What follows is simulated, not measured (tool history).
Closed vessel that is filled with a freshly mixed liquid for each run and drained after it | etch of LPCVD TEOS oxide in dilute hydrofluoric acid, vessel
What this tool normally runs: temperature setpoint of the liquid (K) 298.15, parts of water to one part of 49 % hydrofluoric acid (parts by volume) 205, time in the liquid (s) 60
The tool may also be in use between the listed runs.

run   hour  temperature setpoint of the liquid (K)  parts of water to one part of 49 % hydrofluoric acid (parts by volume)  time in the liquid (s)  read-back film thickness of the LPCVD TEOS oxide reference wafer, read on the same gauge (nm)  thickness taken off the LPCVD TEOS oxide on a monitor wafer (nm)
  1      0                                  298.15                                                                     205                      35                                                                                             90                                                              5.28
  2   17.1                                  298.15                                                                     205                      35                                                                                          90.01                                                              5.33
  3   29.6                                  294.65                                                                     205                      60                                                                                          89.96                                                                 8
  4   39.7                                  294.65                                                                     205                      60                                                                                          90.01                                                              8.06
  5   49.2                                  294.65                                                                     205                      60                                                                                          90.01                                                              8.04
  6   65.5                                  298.15                                                                     245                      60                                                                                          89.98                                                               7.3
  7   77.7                                  298.15                                                                     245                      60                                                                                          89.98                                                              7.32
  8   84.5                                  294.15                                                                     205                      60                                                                                          90.01                                                              7.99
  9   94.1                                  294.15                                                                     205                      60                                                                                          90.02                                                              7.93
 10  103.2                                  294.15                                                                     205                      60                                                                                          89.94                                                              7.99
 11  111.3                                  296.65                                                                     205                      60                                                                                             90                                                               8.6
 12  122.3                                  298.15                                                                     230                      60                                                                                             90                                                              8.04
 13  136.9                                  295.65                                                                     115                      60                                                                                          90.04                                                             16.71
 14  146.2                                  295.65                                                                     205                      60                                                                                          89.98                                                              8.41
 15  161.2                                  298.15                                                                     205                      30                                                                                          90.02                                                              4.64
 16  176.2                                  298.15                                                                     205                      60                                                                                          89.98                                                              9.14
 17  183.5                                  293.65                                                                     275                      80                                                                                          89.98                                                              7.27
 18  192.2                                  298.15                                                                     205                      60                                                                                          89.99                                                              9.22
 19  223.5                                  302.15                                                                     275                      35                                                                                          89.96                                                              4.39
 20  233.2                                  296.15                                                                     285                      30                                                                                          90.01                                                              2.98
 21  245.4                                  295.15                                                                     205                      60                                                                                          90.03                                                               8.7
 22  262.3                                  298.15                                                                     205                      60                                                                                          89.99                                                              9.68
 23  277.7                                  298.15                                                                     140                      60                                                                                          90.01                                                             15.55
 24  284.1                                  303.15                                                                     245                      30                                                                                             90                                                              4.57
 25    302                                  301.15                                                                     205                      60                                                                                             90                                                             10.77
 26  315.9                                  298.15                                                                     205                      60                                                                                          90.03                                                              8.67
 27    327                                  298.15                                                                     235                      60                                                                                          90.01                                                              7.38
 28    333                                  300.15                                                                     300                      30                                                                                             90                                                              2.89
 29  347.2                                  295.15                                                                     205                      60                                                                                          89.96                                                              7.86
 30  364.8                                  298.15                                                                     205                      30                                                                                          89.97                                                              4.39
 31  373.3                                  295.15                                                                     125                      60                                                                                          89.98                                                             13.86
 32  389.2                                  293.15                                                                     205                      40                                                                                          90.01                                                              4.85
 33    411                                  293.15                                                                     235                      45                                                                                             90                                                              4.61

Missing from the log above: 4 entries noted between runs. For each, name the pair of listed runs it sits between and say how the tool's hidden condition differs from the listed run just before to the listed run just after:
Run 3 -> run 4: gauge calibrated (hour 30.1)
  liquid hotter than its thermometer reads (K): 1.7 -> 1.71
  measured result minus the result with no hidden state, thickness taken off the LPCVD TEOS oxide on a monitor wafer (nm): +0.49 -> +0.5
Run 18 -> run 19: thermometer replaced (hour 222.3)
  liquid hotter than its thermometer reads (K): 1.85 -> 3.17
  measured result minus the result with no hidden state, thickness taken off the LPCVD TEOS oxide on a monitor wafer (nm): +0.59 -> +0.43
Run 20 -> run 21: hydrofluoric acid flow meter replaced (hour 242)
  liquid hotter than its thermometer reads (K): 3.18 -> 3.19
  measured result minus the result with no hidden state, thickness taken off the LPCVD TEOS oxide on a monitor wafer (nm): +0.31 -> +0.97
Run 25 -> run 26: thermometer replaced, repeated, since the last time left the tool worse (hour 308.9)
  liquid hotter than its thermometer reads (K): 3.24 -> 0.272
  measured result minus the result with no hidden state, thickness taken off the LPCVD TEOS oxide on a monitor wafer (nm): +1.14 -> +0.08

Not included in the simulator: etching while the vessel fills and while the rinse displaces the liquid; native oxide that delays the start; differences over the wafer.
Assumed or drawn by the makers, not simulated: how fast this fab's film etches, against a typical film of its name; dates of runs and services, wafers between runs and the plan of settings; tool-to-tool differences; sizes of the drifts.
